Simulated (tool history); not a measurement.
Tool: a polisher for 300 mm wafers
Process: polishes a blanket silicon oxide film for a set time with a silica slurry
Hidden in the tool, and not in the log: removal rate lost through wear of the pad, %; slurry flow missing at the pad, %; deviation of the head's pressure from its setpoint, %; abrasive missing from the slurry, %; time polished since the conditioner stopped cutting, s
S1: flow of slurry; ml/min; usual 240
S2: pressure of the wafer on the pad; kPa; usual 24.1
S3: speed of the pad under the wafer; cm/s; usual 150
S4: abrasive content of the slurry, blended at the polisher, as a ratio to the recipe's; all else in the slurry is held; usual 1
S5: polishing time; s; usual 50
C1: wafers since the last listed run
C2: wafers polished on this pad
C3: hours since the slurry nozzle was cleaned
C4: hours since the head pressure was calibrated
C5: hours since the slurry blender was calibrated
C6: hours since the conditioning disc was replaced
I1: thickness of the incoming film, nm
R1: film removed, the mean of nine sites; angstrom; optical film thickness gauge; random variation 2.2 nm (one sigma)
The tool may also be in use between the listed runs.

{"run": 1, "hour": 0.0, "S1": 240, "S2": 24.1, "S3": 150, "S4": 1, "S5": 46, "C1": 0, "C2": 4399, "C3": 564, "C4": 719.2, "C5": 383, "C6": 49.1, "I1": 1648.3, "R1": 1567}
{"hour": 32.8, "done": "slurry nozzle cleaned"}
{"run": 2, "hour": 56.5, "S1": 240, "S2": 24.1, "S3": 150, "S4": 1, "S5": 50, "C1": 835, "C2": 5235, "C3": 23.7, "C4": 775.7, "C5": 439.5, "C6": 105.6, "I1": 1678.7, "R1": 1707}
{"hour": 85.2, "done": "slurry blender recalibrated"}
{"run": 3, "hour": 89.2, "S1": 160, "S2": 30.3, "S3": 114, "S4": 1, "S5": 59, "C1": 462, "C2": 5697, "C3": 56.4, "C4": 808.4, "C5": 4, "C6": 138.3, "I1": 1655.8, "R1": 1855}
{"run": 4, "hour": 119.0, "S1": 220, "S2": 27.6, "S3": 150, "S4": 1, "S5": 50, "C1": 448, "C2": 6145, "C3": 86.2, "C4": 838.2, "C5": 33.8, "C6": 168.1, "I1": 1655.5, "R1": 1871}
{"run": 5, "hour": 151.9, "S1": 240, "S2": 30.3, "S3": 150, "S4": 1.2, "S5": 63, "C1": 495, "C2": 6641, "C3": 119.1, "C4": 871.1, "C5": 66.7, "C6": 201, "I1": 1672.7, "R1": 2808}
{"run": 6, "hour": 181.4, "S1": 240, "S2": 24.1, "S3": 150, "S4": 1, "S5": 50, "C1": 444, "C2": 7085, "C3": 148.6, "C4": 900.6, "C5": 96.2, "C6": 230.5, "I1": 1667.3, "R1": 1673}
{"hour": 223.2, "done": "worn pad replaced by a new one"}
{"run": 7, "hour": 243.2, "S1": 240, "S2": 24.1, "S3": 192, "S4": 0.8, "S5": 50, "C1": 870, "C2": 300, "C3": 210.4, "C4": 962.4, "C5": 158, "C6": 292.3, "I1": 1657.7, "R1": 1893}
{"run": 8, "hour": 310.5, "S1": 240, "S2": 24.1, "S3": 150, "S4": 1, "S5": 50, "C1": 1013, "C2": 1313, "C3": 277.7, "C4": 1029.7, "C5": 225.3, "C6": 359.6, "I1": 1700.3, "R1": 1693}
{"run": 9, "hour": 365.4, "S1": 240, "S2": 24.1, "S3": 110, "S4": 1.25, "S5": 50, "C1": 826, "C2": 2140, "C3": 332.6, "C4": 1084.6, "C5": 280.2, "C6": 414.5, "I1": 1683.1, "R1": 1392}
{"hour": 403.8, "done": "conditioning disc replaced and pad reconditioned"}
{"run": 10, "hour": 434.4, "S1": 205, "S2": 24.1, "S3": 200, "S4": 1, "S5": 50, "C1": 1008, "C2": 3148, "C3": 401.6, "C4": 1153.6, "C5": 349.2, "C6": 30.6, "I1": 1665.5, "R1": 2084}
{"hour": 486.9, "done": "slurry blender recalibrated"}
{"run": 11, "hour": 494.5, "S1": 310, "S2": 18.6, "S3": 150, "S4": 1, "S5": 63, "C1": 874, "C2": 4023, "C3": 461.7, "C4": 1213.7, "C5": 7.6, "C6": 90.7, "I1": 1662.3, "R1": 1715}
{"run": 12, "hour": 577.5, "S1": 240, "S2": 20.7, "S3": 150, "S4": 1, "S5": 50, "C1": 1249, "C2": 5272, "C3": 544.7, "C4": 1296.7, "C5": 90.6, "C6": 173.7, "I1": 1677.7, "R1": 1469}
{"hour": 625.0, "done": "worn pad replaced by a new one"}
{"run": 13, "hour": 648.5, "S1": 240, "S2": 24.1, "S3": 150, "S4": 1, "S5": 50, "C1": 1008, "C2": 353, "C3": 615.7, "C4": 1367.7, "C5": 161.6, "C6": 244.7, "I1": 1690.6, "R1": 1698}
{"run": 14, "hour": 699.3, "S1": 240, "S2": 17.2, "S3": 124, "S4": 1.3, "S5": 50, "C1": 764, "C2": 1118, "C3": 666.5, "C4": 1418.5, "C5": 212.4, "C6": 295.5, "I1": 1664.5, "R1": 1176}
{"hour": 707.0, "done": "head pressure recalibrated"}
{"hour": 724.2, "done": "slurry nozzle cleaned"}
{"run": 15, "hour": 768.5, "S1": 240, "S2": 24.1, "S3": 150, "S4": 1, "S5": 58, "C1": 996, "C2": 2114, "C3": 44.3, "C4": 61.5, "C5": 281.6, "C6": 364.7, "I1": 1681.3, "R1": 1925}
{"run": 16, "hour": 814.5, "S1": 305, "S2": 17.2, "S3": 150, "S4": 1, "S5": 50, "C1": 692, "C2": 2806, "C3": 90.3, "C4": 107.5, "C5": 327.6, "C6": 410.7, "I1": 1699.1, "R1": 1295}
{"run": 17, "hour": 839.4, "S1": 240, "S2": 24.1, "S3": 150, "S4": 1, "S5": 50, "C1": 374, "C2": 3181, "C3": 115.2, "C4": 132.4, "C5": 352.5, "C6": 435.6, "I1": 1687, "R1": 1674}
{"run": 18, "hour": 880.6, "S1": 295, "S2": 24.1, "S3": 194, "S4": 1, "S5": 50, "C1": 620, "C2": 3801, "C3": 156.4, "C4": 173.6, "C5": 393.7, "C6": 476.8, "I1": 1657.5, "R1": 2090}
{"hour": 901.7, "done": "conditioning disc replaced and pad reconditioned"}
{"hour": 955.6, "done": "slurry blender recalibrated"}
{"run": 19, "hour": 1035.4, "S1": 265, "S2": 26.9, "S3": 150, "S4": 1, "S5": 64, "C1": 2269, "C2": 6071, "C3": 311.2, "C4": 328.4, "C5": 79.8, "C6": 133.7, "I1": 1661.8, "R1": 2380}
{"hour": 1053.0, "done": "worn pad replaced by a new one"}
{"run": 20, "hour": 1079.7, "S1": 240, "S2": 24.1, "S3": 150, "S4": 1, "S5": 50, "C1": 606, "C2": 401, "C3": 355.5, "C4": 372.7, "C5": 124.1, "C6": 178, "I1": 1630.6, "R1": 1699}
{"run": 21, "hour": 1122.0, "S1": 240, "S2": 26.9, "S3": 150, "S4": 0.8, "S5": 43, "C1": 636, "C2": 1038, "C3": 397.8, "C4": 415, "C5": 166.4, "C6": 220.3, "I1": 1683.3, "R1": 1434}
{"run": 22, "hour": 1176.7, "S1": 240, "S2": 24.1, "S3": 150, "S4": 1.25, "S5": 50, "C1": 823, "C2": 1861, "C3": 452.5, "C4": 469.7, "C5": 221.1, "C6": 275, "I1": 1666.2, "R1": 1828}
{"run": 23, "hour": 1247.7, "S1": 240, "S2": 30.3, "S3": 196, "S4": 1.1, "S5": 68, "C1": 1068, "C2": 2930, "C3": 523.5, "C4": 540.7, "C5": 292.1, "C6": 346, "I1": 1644, "R1": 3599}
{"run": 24, "hour": 1272.6, "S1": 240, "S2": 24.1, "S3": 150, "S4": 1, "S5": 55, "C1": 374, "C2": 3305, "C3": 548.4, "C4": 565.6, "C5": 317, "C6": 370.9, "I1": 1680.2, "R1": 1848}
{"run": 25, "hour": 1316.5, "S1": 240, "S2": 24.1, "S3": 150, "S4": 1, "S5": 50, "C1": 660, "C2": 3966, "C3": 592.3, "C4": 609.5, "C5": 360.9, "C6": 414.8, "I1": 1685.3, "R1": 1661}

4 ways to go on from here, each from the tool as it stands after run 25. What would each give?
{"run": "A", "hour": 1316.9, "S1": 240, "S2": 24.1, "S3": 150, "S4": 1, "S5": 59, "C1": 6, "C2": 3972, "C3": 592.7, "C4": 609.9, "C5": 361.3, "C6": 415.2, "I1": 1674.9, "R1": "?"}
{"run": "B", "hour": 1316.9, "S1": 165, "S2": 16.5, "S3": 150, "S4": 1, "S5": 50, "C1": 6, "C2": 3972, "C3": 592.7, "C4": 609.9, "C5": 361.3, "C6": 415.2, "I1": 1674.9, "R1": "?"}
{"run": "C", "hour": 1316.9, "S1": 310, "S2": 24.1, "S3": 192, "S4": 1, "S5": 50, "C1": 6, "C2": 3972, "C3": 592.7, "C4": 609.9, "C5": 361.3, "C6": 415.2, "I1": 1674.9, "R1": "?"}
{"run": "D", "hour": 1316.9, "S1": 240, "S2": 22.1, "S3": 150, "S4": 0.7, "S5": 55, "C1": 6, "C2": 3972, "C3": 592.7, "C4": 609.9, "C5": 361.3, "C6": 415.2, "I1": 1674.9, "R1": "?"}

run=A R1=1995
run=B R1=1158
run=C R1=2111
run=D R1=1491
Without the tool's hidden state the same runs would have given:
run=A R1=1995
run=B R1=1158
run=C R1=2111
run=D R1=1491

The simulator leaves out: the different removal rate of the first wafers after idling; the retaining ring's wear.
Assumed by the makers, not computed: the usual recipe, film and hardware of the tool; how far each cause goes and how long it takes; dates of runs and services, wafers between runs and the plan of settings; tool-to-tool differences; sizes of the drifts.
